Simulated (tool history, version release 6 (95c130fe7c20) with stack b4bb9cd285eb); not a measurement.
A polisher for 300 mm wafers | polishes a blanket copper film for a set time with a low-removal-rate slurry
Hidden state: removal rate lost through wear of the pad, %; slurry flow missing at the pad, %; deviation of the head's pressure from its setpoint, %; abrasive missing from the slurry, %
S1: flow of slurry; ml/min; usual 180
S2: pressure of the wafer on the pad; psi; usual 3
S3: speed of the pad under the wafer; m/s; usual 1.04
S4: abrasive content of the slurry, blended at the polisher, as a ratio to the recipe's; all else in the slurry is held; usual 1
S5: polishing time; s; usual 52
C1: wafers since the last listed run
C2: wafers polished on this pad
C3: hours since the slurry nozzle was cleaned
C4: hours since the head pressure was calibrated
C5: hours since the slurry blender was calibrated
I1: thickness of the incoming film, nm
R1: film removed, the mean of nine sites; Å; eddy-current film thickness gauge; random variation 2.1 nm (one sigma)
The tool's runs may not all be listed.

| run | day | S1 | S2 | S3 | S4 | S5 | C1 | C2 | C3 | C4 | C5 | I1 | R1 |
|---|---|---|---|---|---|---|---|---|---|---|---|---|---|
| 1 | 0 | 180 | 3 | 1.04 | 1 | 52 | 0 | 1477 | 22.6 | 31.5 | 18 | 1476.5 | 1555 |
| 2 | 1.133 | 180 | 3 | 1.04 | 1 | 52 | 400 | 1877 | 49.8 | 58.7 | 45.2 | 1509.5 | 1505 |
| 3 | 2.621 | 180 | 3 | 1.04 | 1 | 52 | 525 | 2402 | 85.5 | 94.4 | 80.9 | 1477.4 | 1513 |
| 4 | 3.604 | 180 | 3 | 1.04 | 1 | 52 | 347 | 2749 | 109.1 | 118 | 104.5 | 1498.4 | 1464 |
| 5 | 4.896 | 155 | 3 | 0.76 | 1 | 52 | 455 | 3205 | 140.1 | 149 | 135.5 | 1477 | 1044 |
|  | 5.375 | worn pad replaced by a new one |
| 6 | 5.817 | 155 | 3 | 0.76 | 1 | 52 | 266 | 156 | 162.2 | 171.1 | 157.6 | 1471.5 | 1162 |
| 7 | 7.146 | 180 | 3 | 0.68 | 1 | 52 | 469 | 625 | 194.1 | 203 | 189.5 | 1484.7 | 1061 |
| 8 | 8.038 | 180 | 3 | 1.04 | 1 | 52 | 314 | 939 | 215.5 | 224.4 | 210.9 | 1490.5 | 1608 |
| 9 | 9.008 | 180 | 3 | 1.04 | 1 | 52 | 342 | 1282 | 238.8 | 247.7 | 234.2 | 1465.3 | 1625 |
| 10 | 10.096 | 180 | 3 | 1.04 | 1 | 52 | 383 | 1666 | 264.9 | 273.8 | 260.3 | 1486.3 | 1578 |
|  | 10.988 | slurry nozzle cleaned |
| 11 | 11.396 | 215 | 3 | 1.04 | 1 | 52 | 444 | 2110 | 9.8 | 305 | 291.5 | 1488.1 | 1570 |
| 12 | 12.371 | 180 | 3 | 1.04 | 1 | 52 | 344 | 2454 | 33.2 | 328.4 | 314.9 | 1489.9 | 1547 |
| 13 | 13.279 | 140 | 3 | 1.04 | 1 | 69 | 320 | 2775 | 55 | 350.2 | 336.7 | 1472.3 | 1968 |
| 14 | 13.812 | 180 | 3 | 1.04 | 1 | 52 | 188 | 2963 | 67.8 | 363 | 349.5 | 1487 | 1552 |
| 15 | 15.175 | 180 | 3 | 1.04 | 1 | 52 | 480 | 3444 | 100.5 | 395.7 | 382.2 | 1489.4 | 1483 |
| 16 | 16.025 | 180 | 3 | 1.04 | 1.2 | 37 | 300 | 3744 | 120.9 | 416.1 | 402.6 | 1474.1 | 1083 |
|  | 16.854 | worn pad replaced by a new one |
| 17 | 17.021 | 125 | 3 | 1.04 | 1.3 | 52 | 292 | 59 | 144.8 | 440 | 426.5 | 1478 | 1650 |
| 18 | 18.425 | 180 | 3 | 0.84 | 1 | 70 | 495 | 555 | 178.5 | 473.7 | 460.2 | 1517.5 | 1862 |
| 19 | 19.525 | 180 | 3.6 | 0.8 | 0.85 | 52 | 388 | 943 | 204.9 | 500.1 | 486.6 | 1511.4 | 1509 |
|  | 20.212 | slurry blender recalibrated |
| 20 | 20.625 | 180 | 3 | 1.04 | 1 | 52 | 358 | 1302 | 231.3 | 526.5 | 9.9 | 1519.7 | 1631 |
| 21 | 21.858 | 180 | 3 | 1.04 | 1 | 52 | 435 | 1737 | 260.9 | 556.1 | 39.5 | 1466 | 1639 |
| 22 | 22.488 | 180 | 3.8 | 1.04 | 1 | 52 | 222 | 1959 | 276 | 571.2 | 54.6 | 1507.9 | 2057 |
|  | 23.396 | slurry nozzle cleaned |
| 23 | 23.575 | 135 | 3 | 1.28 | 1 | 52 | 369 | 2328 | 4.3 | 597.3 | 80.7 | 1470 | 1882 |
| 24 | 24.371 | 200 | 3 | 0.88 | 0.8 | 42 | 280 | 2609 | 23.4 | 616.4 | 99.8 | 1470.4 | 1083 |
| 25 | 28.296 | 180 | 3 | 1.04 | 0.8 | 64 | 1385 | 3994 | 117.6 | 710.6 | 194 | 1482.6 | 1793 |
|  | 28.7 | worn pad replaced by a new one |
| 26 | 29.712 | 180 | 3.6 | 1.04 | 1 | 35 | 441 | 357 | 151.6 | 744.6 | 228 | 1469.4 | 1394 |
| 27 | 30.533 | 180 | 3 | 1.04 | 1 | 52 | 289 | 647 | 171.3 | 764.3 | 247.7 | 1458.9 | 1688 |
| 28 | 31.954 | 180 | 3 | 0.94 | 1 | 52 | 501 | 1148 | 205.4 | 798.4 | 281.8 | 1514.2 | 1506 |
| 29 | 33.183 | 145 | 2 | 0.92 | 0.85 | 52 | 433 | 1582 | 234.9 | 827.9 | 311.3 | 1495.3 | 923 |

5 ways to go on from here, each from the tool as it stands after run 29. What would each give?
| A | 33.2 | 180 | 3 | 1.04 | 1 | 52 | 5 | 1588 | 235.3 | 828.3 | 311.7 | 1492.2 | ? |
| B | 33.2 | 180 | 3 | 0.78 | 1 | 64 | 5 | 1588 | 235.3 | 828.3 | 311.7 | 1492.2 | ? |
| C | 33.2 | 180 | 2.5 | 1.32 | 1 | 52 | 5 | 1588 | 235.3 | 828.3 | 311.7 | 1492.2 | ? |
| D | 33.2 | 180 | 3.5 | 1.14 | 1 | 52 | 5 | 1588 | 235.3 | 828.3 | 311.7 | 1492.2 | ? |
| E | 33.2 | 200 | 3 | 1.04 | 1 | 52 | 5 | 1588 | 235.3 | 828.3 | 311.7 | 1492.2 | ? |

| run | R1 |
|---|---|
| A | 1660 |
| B | 1532 |
| C | 1756 |
| D | 2123 |
| E | 1687 |
Without the tool's hidden state the same runs would have given:
| run | R1 |
|---|---|
| A | 1595 |
| B | 1472 |
| C | 1687 |
| D | 2040 |
| E | 1621 |
